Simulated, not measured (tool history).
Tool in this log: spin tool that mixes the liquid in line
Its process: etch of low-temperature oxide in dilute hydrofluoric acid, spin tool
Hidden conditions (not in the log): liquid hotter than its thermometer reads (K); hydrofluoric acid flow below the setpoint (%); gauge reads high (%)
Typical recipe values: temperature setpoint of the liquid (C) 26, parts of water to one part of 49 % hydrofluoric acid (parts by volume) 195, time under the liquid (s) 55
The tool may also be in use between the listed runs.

| run | hour | temperature setpoint of the liquid (C) | parts of water to one part of 49 % hydrofluoric acid (parts by volume) | time under the liquid (s) | wafers since the last listed run | hours since the thermometer was replaced | hours since the hydrofluoric acid flow meter was replaced | hours since the gauge calibration | read-back film thickness of the low-temperature oxide reference wafer, read on the same gauge (nm) | thickness taken off the low-temperature oxide on a monitor wafer (nm) |
|---|---|---|---|---|---|---|---|---|---|---|
| 1 | 0 | 22 | 195 | 55 | 0 | 386.2 | 1198.5 | 544.2 | 99.29 | 4.79 |
|  | 6.6 | hydrofluoric acid flow meter replaced |
| 2 | 95.9 | 22.5 | 195 | 50 | 1049 | 482.1 | 89.3 | 640.1 | 98.99 | 4.43 |
| 3 | 169 | 22.5 | 195 | 50 | 808 | 555.2 | 162.4 | 713.2 | 98.79 | 4.5 |
| 4 | 247.3 | 26 | 195 | 65 | 865 | 633.5 | 240.7 | 791.5 | 98.58 | 6.55 |
| 5 | 297.2 | 23.5 | 235 | 55 | 551 | 683.4 | 290.6 | 841.4 | 98.39 | 4.03 |
| 6 | 384.6 | 23.5 | 235 | 55 | 966 | 770.8 | 378 | 928.8 | 98.04 | 3.99 |
| 7 | 428.5 | 23.5 | 235 | 55 | 485 | 814.7 | 421.9 | 972.7 | 97.88 | 4.01 |
| 8 | 480.8 | 26 | 195 | 40 | 578 | 867 | 474.2 | 1025 | 97.58 | 4.04 |
| 9 | 587.1 | 26 | 195 | 40 | 1175 | 973.3 | 580.5 | 1131.3 | 97.13 | 4.02 |
| 10 | 643.1 | 26 | 195 | 40 | 619 | 1029.3 | 636.5 | 1187.3 | 96.8 | 4.01 |
|  | 659.5 | thermometer replaced |
| 11 | 680.4 | 26 | 265 | 55 | 401 | 20.9 | 673.8 | 1224.6 | 96.7 | 3.68 |
| 12 | 759.6 | 26 | 265 | 55 | 875 | 100.1 | 753 | 1303.8 | 96.2 | 3.71 |
| 13 | 863.7 | 26 | 125 | 30 | 1151 | 204.2 | 857.1 | 1407.9 | 95.63 | 4.98 |
| 14 | 935.9 | 29 | 195 | 55 | 798 | 276.4 | 929.3 | 1480.1 | 95.16 | 5.92 |
| 15 | 1006 | 29.5 | 280 | 35 | 775 | 346.5 | 999.4 | 1550.2 | 94.66 | 2.39 |
| 16 | 1081.1 | 31 | 250 | 55 | 830 | 421.6 | 1074.5 | 1625.3 | 94.18 | 4.57 |
|  | 1164.7 | hydrofluoric acid flow meter replaced |
| 17 | 1179.6 | 29.5 | 105 | 30 | 1078 | 520.1 | 14.9 | 1723.8 | 93.46 | 6.75 |
| 18 | 1281.7 | 30 | 195 | 40 | 1129 | 622.2 | 117 | 1825.9 | 92.65 | 4.32 |
| 19 | 1532.4 | 26 | 195 | 55 | 2772 | 872.9 | 367.7 | 2076.6 | 90.54 | 5.14 |
|  | 1556.5 | gauge calibrated |
|  | 1605.8 | thermometer replaced |
| 20 | 1640 | 30 | 155 | 25 | 1178 | 34.2 | 475.3 | 83.5 | 100.5 | 3.93 |
| 21 | 1706.4 | 22 | 295 | 55 | 734 | 100.6 | 541.7 | 149.9 | 100.46 | 2.93 |
| 22 | 1812.9 | 28 | 195 | 80 | 1177 | 207.1 | 648.2 | 256.4 | 100.42 | 8.93 |
| 23 | 1896.7 | 26 | 195 | 55 | 926 | 290.9 | 732 | 340.2 | 100.32 | 5.63 |
| 24 | 1983.5 | 28.5 | 260 | 55 | 959 | 377.7 | 818.8 | 427 | 100.12 | 4.3 |

Selected run-to-run steps in thickness taken off the low-temperature oxide on a monitor wafer (nm), each split into two signed amounts: the part the tool would show with no hidden state at all (from settings, incoming material and random variation), and the remainder, which goes to the hidden state together with any gauge scatter not common to the measured and the hidden-state-free results:
Run 14 -> 15: temperature setpoint of the liquid (C) 29 -> 29.5, parts of water to one part of 49 % hydrofluoric acid (parts by volume) 195 -> 280, time under the liquid (s) 55 -> 35. thickness taken off the low-temperature oxide on a monitor wafer (nm) -3.53: hidden state +0.16, all else -3.69.
Run 16 -> 17: temperature setpoint of the liquid (C) 31 -> 29.5, parts of water to one part of 49 % hydrofluoric acid (parts by volume) 250 -> 105, time under the liquid (s) 55 -> 30, hydrofluoric acid flow meter replaced. thickness taken off the low-temperature oxide on a monitor wafer (nm) +2.18: hidden state -0.2, all else +2.38.
Run 19 -> 20: temperature setpoint of the liquid (C) 26 -> 30, parts of water to one part of 49 % hydrofluoric acid (parts by volume) 195 -> 155, time under the liquid (s) 55 -> 25, gauge calibrated, thermometer replaced. thickness taken off the low-temperature oxide on a monitor wafer (nm) -1.21: hidden state +0.56, all else -1.77.
Run 21 -> 22: temperature setpoint of the liquid (C) 22 -> 28, parts of water to one part of 49 % hydrofluoric acid (parts by volume) 295 -> 195, time under the liquid (s) 55 -> 80. thickness taken off the low-temperature oxide on a monitor wafer (nm) +6: hidden state +0.03, all else +5.97.
